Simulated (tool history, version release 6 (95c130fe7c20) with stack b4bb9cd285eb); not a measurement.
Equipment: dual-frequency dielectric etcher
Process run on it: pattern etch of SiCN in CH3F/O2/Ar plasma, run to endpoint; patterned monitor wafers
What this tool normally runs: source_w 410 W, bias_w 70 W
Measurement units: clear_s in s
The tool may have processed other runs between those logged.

run    hour  source_w  bias_w  wafers since the last listed run  hours since the last wet clean  hours since the last source power generator calibration  hours since the last bias power generator calibration  hours since the last upper electrode change  incoming incoming film thickness, nm  clear_s
  1       0       410      70                                 0                           246.7                                                   3259.7                                                 3884.4                                       2986.6                                 10.23     28.7
  2    63.2       410      70                               489                           309.9                                                   3322.9                                                 3947.6                                       3049.8                                 10.27     28.8
  3   144.4       380      81                               628                           391.1                                                   3404.1                                                 4028.8                                         3131                                  10.2       27
  4   190.6       380      81                               357                           437.3                                                   3450.3                                                   4075                                       3177.2                                 10.25     27.2
  5   244.5       380      81                               417                           491.2                                                   3504.2                                                 4128.9                                       3231.1                                 10.16       27
  6   282.9       410      58                               297                           529.6                                                   3542.6                                                 4167.3                                       3269.5                                  10.2     31.5
  7   371.9       410      58                               688                           618.6                                                   3631.6                                                 4256.3                                       3358.5                                 10.21     31.3
  8   437.6       410      70                               508                           684.3                                                   3697.3                                                   4322                                       3424.2                                 10.15     28.2
  9   480.3       460      70                               330                             727                                                     3740                                                 4364.7                                       3466.9                                 10.11       27
      504.7  -- wet clean of the chamber
 10   548.1       410      63                               338                            43.4                                                   3807.8                                                 4432.5                                       3534.7                                 10.14     30.2
 11     647       410      76                               765                           142.3                                                   3906.7                                                 4531.4                                       3633.6                                 10.23     27.6
 12   710.7       450      70                               492                             206                                                   3970.4                                                 4595.1                                       3697.3                                 10.18     27.7
 13   808.5       410      70                               756                           303.8                                                   4068.2                                                 4692.9                                       3795.1                                 10.25     28.8
 14   860.3       410      70                               400                           355.6                                                     4120                                                 4744.7                                       3846.9                                  10.2     28.4
 15     947       410      70                               670                           442.3                                                   4206.7                                                 4831.4                                       3933.6                                 10.26     28.6
      992.5  -- bias power generator calibrated
 16  1029.2       480      65                               605                           524.5                                                   4288.9                                                   36.7                                       4015.8                                 10.35     28.5
 17  1088.1       450      85                               455                           583.4                                                   4347.8                                                   95.6                                       4074.7                                 10.09     24.7
     1122.9  -- source power generator calibrated
     1156.7  -- wet clean of the chamber
 18  1163.5       340      84                               366                             6.8                                                     40.6                                                    171                                       4150.1                                 10.16     27.6
 19  1269.7       470      70                               821                             113                                                    146.8                                                  277.2                                       4256.3                                 10.13     27.3
 20  1372.5       410      70                               795                           215.8                                                    249.6                                                    380                                       4359.1                                 10.22     28.7
     1397.5  -- upper electrode replaced
 21  1438.2       480      58                               322                           281.5                                                    315.3                                                  445.7                                         40.7                                 10.14     29.9
 22  1520.7       450      79                               638                             364                                                    397.8                                                  528.2                                        123.2                                 10.21     25.9
 23  1619.5       320      55                               764                           462.8                                                    496.6                                                    627                                          222                                  10.2     34.9
 24  1692.5       480      82                               564                           535.8                                                    569.6                                                    700                                          295                                 10.26       25
     1781.8  -- wet clean of the chamber
 25    1792       450      54                               584                            10.2                                                    669.1                                                  799.5                                        394.5                                 10.18     31.9
 26  1894.8       410      70                               795                             113                                                    771.9                                                  902.3                                        497.3                                 10.18     28.7
 27  1993.8       410      70                               766                             212                                                    870.9                                                 1001.3                                        596.3                                 10.32     29.1
 28  2061.6       350      63                               524                           279.8                                                    938.7                                                 1069.1                                        664.1                                 10.25     31.8
 29    2166       450      81                               807                           384.2                                                   1043.1                                                 1173.5                                        768.5                                  10.2     25.7
 30  2235.4       410      70                               537                           453.6                                                   1112.5                                                 1242.9                                        837.9                                 10.34     28.7
 31  2329.2       330      57                               725                           547.4                                                   1206.3                                                 1336.7                                        931.7                                 10.15     33.8
 32  2375.9       450      61                               361                           594.1                                                     1253                                                 1383.4                                        978.4                                 10.11     29.4
       2426  -- wet clean of the chamber
 33  2426.5       340      76                               205                             0.5                                                   1303.6                                                   1434                                         1029                                 10.26     29.4
 34  2501.3       500      58                               578                            75.3                                                   1378.4                                                 1508.8                                       1103.8                                 10.25       30
 35  2547.5       320      70                               357                           121.5                                                   1424.6                                                   1555                                         1150                                 10.32     31.4
 36  2634.8       440      84                               675                           208.8                                                   1511.9                                                 1642.3                                       1237.3                                 10.19     25.5

Run-by-run hidden state of the tool:
source power that arrives over what is set, %: 0, the same for each run
bias power that arrives over what is set, %: 0, the same for each run
H1: etch rate over this chamber's usual, %
run       H1
  1     0.45
  2    0.585
  3    0.757
  4    0.856
  5     0.97
  6     1.05
  7     1.24
  8     1.38
  9     1.47
 10  -0.0149
 11    0.195
 12    0.331
 13    0.539
 14    0.649
 15    0.833
 16     1.01
 17     1.13
 18  -0.0137
 19    0.212
 20    0.431
 21    0.571
 22    0.746
 23    0.956
 24     1.11
 25  -0.0618
 26    0.157
 27    0.367
 28    0.512
 29    0.734
 30    0.881
 31     1.08
 32     1.18
 33   -0.224
 34  -0.0649
 35   0.0334
 36    0.219
